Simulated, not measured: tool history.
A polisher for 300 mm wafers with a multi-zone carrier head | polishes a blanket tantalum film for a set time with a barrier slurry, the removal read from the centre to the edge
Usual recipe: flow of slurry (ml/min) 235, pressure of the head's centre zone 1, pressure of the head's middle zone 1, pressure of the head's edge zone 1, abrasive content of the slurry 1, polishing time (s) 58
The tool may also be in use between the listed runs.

run	hour	flow of slurry (ml/min)	pressure of the head's centre zone	pressure of the head's middle zone	pressure of the head's edge zone	abrasive content of the slurry	polishing time (s)	incoming thickness of the incoming film, nm	film removed at the wafer's centre (nm)	film removed at mid-radius (nm)	film removed at the wafer's edge (nm)
1	0	235	1	1	1	1	58	181.4	56.8	59	60.2
2	67.2	235	1	1	1	1	58	180.5	56.8	58	58.8
# hour 94.1: worn pad replaced by a new one
# hour 155.1: slurry nozzle cleaned
3	285	235	1	1	1	1	58	178.9	60.1	59.9	61.2
4	364.3	235	1	1	1	1	58	182	57.8	58.5	58.5
# hour 372.4: worn pad replaced by a new one
# hour 456.2: edge zone pressure recalibrated
5	456.7	235	1	1	1	1	58	179.4	59.6	60.6	62.6
6	495.1	235	1	1	1	1	58	180.1	57.1	60.4	60.9
7	548.1	235	1	1	1	1	58	177.5	56.5	57.4	58.8
# hour 599.8: centre zone pressure recalibrated
8	629	235	1	1	1	1	58	180.1	55.5	57.5	58.9
# hour 636.5: slurry nozzle cleaned
# hour 656: worn pad replaced by a new one
9	731.1	235	1	1	1	1	58	177.3	62.5	63.6	63.5
10	821.5	190	1.1	1	1.06	1	66	180.5	70.2	65	67.7
11	864.8	235	1	1	1	1	58	179.5	57.6	58.9	58.6
12	918	295	1.04	1	1	1	58	181.3	62.1	59.7	59.9
# hour 961.8: worn pad replaced by a new one
13	996.9	235	1	1.07	1	1	58	180.7	61.5	66.4	64.4
# hour 1018.2: carrier head's membrane replaced by a new one
14	1080.5	235	1	1	0.94	1	76	177.2	78.9	77.7	78.8
# hour 1112.3: slurry nozzle cleaned
15	1134.8	235	1	1	1	1	58	180.3	64.6	63.6	64.5
16	1196.6	235	1	1	1	1	58	180.1	61.3	59.8	62.5
17	1250.9	235	1	1	1.03	1	58	180.7	59.3	60.9	62.2
18	1289.8	235	1	0.93	1.04	1	58	179	59	55.6	60.5
# hour 1320.4: worn pad replaced by a new one
19	1434.3	235	1	1	1	1	58	183.2	58.5	59.8	61.5
# hour 1475.8: edge zone pressure recalibrated
20	1499	235	1.05	1.09	0.97	0.7	58	180.6	52.3	55.5	52.3

Here are 5 independent what-if runs from the current tool condition. What would each one return?
A	1499.4	235	1	1	1	1	58	179.2	?	?	?
B	1499.4	235	0.92	1	0.95	1.25	58	179.2	?	?	?
C	1499.4	235	1	0.95	1.05	1.1	58	179.2	?	?	?
D	1499.4	235	1	0.93	1	0.8	64	179.2	?	?	?
E	1499.4	295	1	1	1.07	1	58	179.2	?	?	?

run	film removed at the wafer's centre (nm)	film removed at mid-radius (nm)	film removed at the wafer's edge (nm)
A	59.2	58.1	59.6
B	58	62	62.8
C	60.9	57.3	62.3
D	60.3	55.8	60.9
E	62.4	60.9	62.8
Without the tool's hidden state the same runs would have given:
run	film removed at the wafer's centre (nm)	film removed at mid-radius (nm)	film removed at the wafer's edge (nm)
A	73.3	71.3	71.4
B	71.9	76.1	75.1
C	75.5	70.3	74.5
D	74.8	68.4	72.9
E	75.6	73.3	74.2
